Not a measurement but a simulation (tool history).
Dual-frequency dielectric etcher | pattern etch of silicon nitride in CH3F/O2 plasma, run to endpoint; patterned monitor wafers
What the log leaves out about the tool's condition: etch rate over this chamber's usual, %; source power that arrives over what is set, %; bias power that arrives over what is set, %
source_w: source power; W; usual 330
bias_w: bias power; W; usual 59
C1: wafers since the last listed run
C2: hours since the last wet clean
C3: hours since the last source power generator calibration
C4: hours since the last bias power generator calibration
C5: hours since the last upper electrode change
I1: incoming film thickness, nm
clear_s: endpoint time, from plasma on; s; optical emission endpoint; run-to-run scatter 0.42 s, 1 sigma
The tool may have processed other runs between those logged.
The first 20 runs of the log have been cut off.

run 21 hour=226.6 | source_w=310 bias_w=59 | C1=106 C2=23.7 C3=27.9 C4=77.0 C5=2945.2 | I1=86.9 | clear_s=114.8
run 22 hour=240.3 | source_w=330 bias_w=59 | C1=123 C2=37.4 C3=41.6 C4=90.7 C5=2958.9 | I1=85.9 | clear_s=112.0
run 23 hour=253.6 | source_w=350 bias_w=55 | C1=120 C2=50.7 C3=54.9 C4=104.0 C5=2972.2 | I1=86.3 | clear_s=113.9
-- hour=293.4 upper electrode replaced
run 24 hour=293.9 | source_w=380 bias_w=71 | C1=147 C2=91.0 C3=95.2 C4=144.3 C5=0.5 | I1=86.7 | clear_s=102.7
run 25 hour=294.2 | source_w=280 bias_w=67 | C1=2 C2=91.3 C3=95.5 C4=144.6 C5=0.8 | I1=86.7 | clear_s=111.6
run 26 hour=301.5 | source_w=380 bias_w=48 | C1=65 C2=98.6 C3=102.8 C4=151.9 C5=8.1 | I1=87.1 | clear_s=117.9
run 27 hour=315.8 | source_w=280 bias_w=49 | C1=129 C2=112.9 C3=117.1 C4=166.2 C5=22.4 | I1=85.7 | clear_s=122.7
run 28 hour=330.0 | source_w=350 bias_w=47 | C1=128 C2=127.1 C3=131.3 C4=180.4 C5=36.6 | I1=86.2 | clear_s=119.9
run 29 hour=347.8 | source_w=400 bias_w=54 | C1=160 C2=144.9 C3=149.1 C4=198.2 C5=54.4 | I1=86.5 | clear_s=110.8
run 30 hour=364.4 | source_w=330 bias_w=59 | C1=150 C2=161.5 C3=165.7 C4=214.8 C5=71.0 | I1=86.6 | clear_s=113.2
run 31 hour=378.7 | source_w=330 bias_w=59 | C1=129 C2=175.8 C3=180.0 C4=229.1 C5=85.3 | I1=86.9 | clear_s=113.2

Here are 3 independent what-if runs from the current tool condition. What would each one return?
run A hour=379.2 | source_w=330 bias_w=59 | C1=4 C2=176.3 C3=180.5 C4=229.6 C5=85.8 | I1=86.2 | clear_s=?
run B hour=379.2 | source_w=360 bias_w=49 | C1=4 C2=176.3 C3=180.5 C4=229.6 C5=85.8 | I1=86.2 | clear_s=?
run C hour=379.2 | source_w=280 bias_w=48 | C1=4 C2=176.3 C3=180.5 C4=229.6 C5=85.8 | I1=86.2 | clear_s=?

run=A clear_s=111.9
run=B clear_s=117.1
run=C clear_s=124.0
Had the tool no hidden state, the same runs would have come out as:
run=A clear_s=111.9
run=B clear_s=117.1
run=C clear_s=124.0
